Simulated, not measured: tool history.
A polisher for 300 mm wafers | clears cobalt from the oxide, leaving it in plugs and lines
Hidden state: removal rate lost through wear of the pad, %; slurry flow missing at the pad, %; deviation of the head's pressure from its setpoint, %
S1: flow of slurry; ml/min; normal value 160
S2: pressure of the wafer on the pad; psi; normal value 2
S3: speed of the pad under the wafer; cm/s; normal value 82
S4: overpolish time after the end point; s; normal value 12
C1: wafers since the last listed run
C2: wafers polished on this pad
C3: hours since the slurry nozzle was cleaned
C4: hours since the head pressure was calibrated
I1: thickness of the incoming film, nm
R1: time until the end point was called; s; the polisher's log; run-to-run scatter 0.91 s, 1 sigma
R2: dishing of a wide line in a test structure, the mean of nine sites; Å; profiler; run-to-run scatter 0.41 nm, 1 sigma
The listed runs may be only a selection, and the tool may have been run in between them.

run 1 hour=0.0 | S1=160 S2=2 S3=82 S4=12 | C1=0 C2=102 C3=420.0 C4=783.9 | I1=259.7 | R1=51.1 R2=338
run 2 hour=40.8 | S1=160 S2=2 S3=82 S4=12 | C1=267 C2=369 C3=460.8 C4=824.7 | I1=256.0 | R1=52.2 R2=345
run 3 hour=79.3 | S1=160 S2=2 S3=82 S4=12 | C1=251 C2=621 C3=499.3 C4=863.2 | I1=260.1 | R1=52.9 R2=342
run 4 hour=111.2 | S1=160 S2=2 S3=82 S4=12 | C1=208 C2=830 C3=531.2 C4=895.1 | I1=262.3 | R1=54.4 R2=344
run 5 hour=140.7 | S1=160 S2=2 S3=82 S4=12 | C1=193 C2=1023 C3=560.7 C4=924.6 | I1=260.4 | R1=53.8 R2=340
-- hour=170.3 worn pad replaced by a new one
run 6 hour=207.9 | S1=160 S2=2 S3=82 S4=12 | C1=413 C2=245 C3=627.9 C4=991.8 | I1=263.3 | R1=53.1 R2=341
run 7 hour=276.3 | S1=160 S2=2 S3=82 S4=12 | C1=447 C2=693 C3=696.3 C4=1060.2 | I1=259.1 | R1=53.2 R2=342
run 8 hour=336.0 | S1=160 S2=2 S3=82 S4=12 | C1=390 C2=1084 C3=756.0 C4=1119.9 | I1=260.9 | R1=51.6 R2=333
-- hour=360.4 worn pad replaced by a new one
run 9 hour=373.5 | S1=130 S2=2 S3=82 S4=6 | C1=219 C2=85 C3=793.5 C4=1157.4 | I1=263.7 | R1=54.4 R2=207
run 10 hour=430.8 | S1=160 S2=2 S3=82 S4=12 | C1=375 C2=460 C3=850.8 C4=1214.7 | I1=260.2 | R1=53.9 R2=346

Run 11, settings as shown, results not yet in. Your forecast:
-- hour=442.8 slurry nozzle cleaned
run 11 hour=472.9 | S1=145 S2=2 S3=82 S4=19 | C1=269 C2=729 C3=30.1 C4=1256.8 | I1=258.1 | R1=? R2=?

{"run 11": {"R1": 53.3, "R2": 428}}
Were there no unlogged condition in the tool, this run, its random variation unchanged, would have produced R1 53.3 s, R2 428 Å.

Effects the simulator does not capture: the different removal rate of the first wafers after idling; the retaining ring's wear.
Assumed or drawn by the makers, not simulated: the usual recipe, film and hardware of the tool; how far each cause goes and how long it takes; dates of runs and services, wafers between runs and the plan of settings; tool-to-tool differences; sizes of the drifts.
